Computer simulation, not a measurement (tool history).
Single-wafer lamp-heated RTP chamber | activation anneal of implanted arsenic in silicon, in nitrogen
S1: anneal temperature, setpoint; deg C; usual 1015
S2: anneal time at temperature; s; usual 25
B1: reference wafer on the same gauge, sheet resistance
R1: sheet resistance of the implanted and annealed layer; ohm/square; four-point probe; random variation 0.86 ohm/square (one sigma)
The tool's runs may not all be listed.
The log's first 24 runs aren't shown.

run     day    S1  S2      B1      R1
 25  12.988  1015  25  473.07   550.6
 26  13.342  1041  37  472.91  534.86
 27  13.938  1015  25  472.95  552.73
 28  16.071   994  14  473.02  563.59
 29  16.588  1015  25  472.99  553.31
 30  17.129  1007  25  472.91  552.99
 31  17.792   986  18  472.87  561.58
 32  18.462  1003  25  472.98  555.17
 33  19.025  1032  35  473.06  539.58
 34  19.704   987  17  473.05  562.22
 35   20.45  1015  25  473.03  550.57
 36  21.104  1015  25  473.05  551.94

5 ways to go on from here, each from the tool as it stands after run 36. What would each give?
  A  21.121  1015  38   ?   ?
  B  21.121  1005  29   ?   ?
  C  21.121   992  31   ?   ?
  D  21.121  1015  37   ?   ?
  E  21.121  1044  31   ?   ?

run   B1      R1
  A  473  544.93
  B  473  552.99
  C  473  556.16
  D  473  545.41
  E  473  535.08
Without the tool's hidden state the same runs would have given:
run      R1
  A  546.31
  B  554.04
  C  557.07
  D  546.76
  E  536.78

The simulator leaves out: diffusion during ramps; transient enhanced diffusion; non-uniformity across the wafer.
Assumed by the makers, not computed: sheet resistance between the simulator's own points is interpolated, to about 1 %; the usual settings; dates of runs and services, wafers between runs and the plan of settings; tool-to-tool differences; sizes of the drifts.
